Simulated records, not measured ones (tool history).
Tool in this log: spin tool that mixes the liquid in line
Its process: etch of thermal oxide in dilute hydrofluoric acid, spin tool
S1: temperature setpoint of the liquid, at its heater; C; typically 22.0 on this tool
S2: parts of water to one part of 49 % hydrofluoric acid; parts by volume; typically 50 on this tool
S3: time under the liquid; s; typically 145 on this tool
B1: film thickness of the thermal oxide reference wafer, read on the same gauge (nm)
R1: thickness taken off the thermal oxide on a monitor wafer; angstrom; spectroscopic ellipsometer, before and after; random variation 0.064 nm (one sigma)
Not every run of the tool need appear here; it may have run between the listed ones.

run   hour    S1  S2   S3      B1     R1
  1    0.0  22.0  50  145  150.02  128.8
  2   15.9  22.0  50  145  149.95  129.5
  3   48.1  22.0  50  145  149.99  129.3
  4   70.5  22.0  50  145  150.01  128.5
  5  104.8  22.0  50  145  150.02  128.6
  6  139.7  22.0  50  145  150.04  129.0
     172.3  -- hydrofluoric acid flow meter replaced
  7  172.8  22.0  50  145  149.96  128.8
  8  193.4  23.5  30  180  150.00  289.3
     198.1  -- thermometer replaced
     233.2  -- gauge calibrated
  9  263.8  22.0  75  145  150.05   82.9
 10  288.8  22.0  35  145  149.99  186.5
 11  315.7  17.5  70  145  149.99   74.6
 12  343.4  22.0  50  145  149.98  128.8
 13  355.5  22.0  50  145  150.02  128.1
 14  390.5  18.0  45  100  150.00   84.4
 15  416.7  25.0  75  105  150.03   67.9

Consider 4 possible next runs. They are alternatives, not a sequence: every one starts from the tool as it was left by run 15. What does each give?
  A  417.2  20.5  50  145   ?   ?
  B  417.2  20.0  30  105   ?   ?
  C  417.2  22.0  50  110   ?   ?
  D  417.2  17.5  55  145   ?   ?

run      B1     R1
  A  149.98  120.6
  B  149.98  146.0
  C  149.98   97.5
  D  149.98   95.9
Stripped of hidden state, with their random variation kept, the same runs would have yielded:
run     R1
  A  120.6
  B  146.0
  C   97.5
  D   95.9
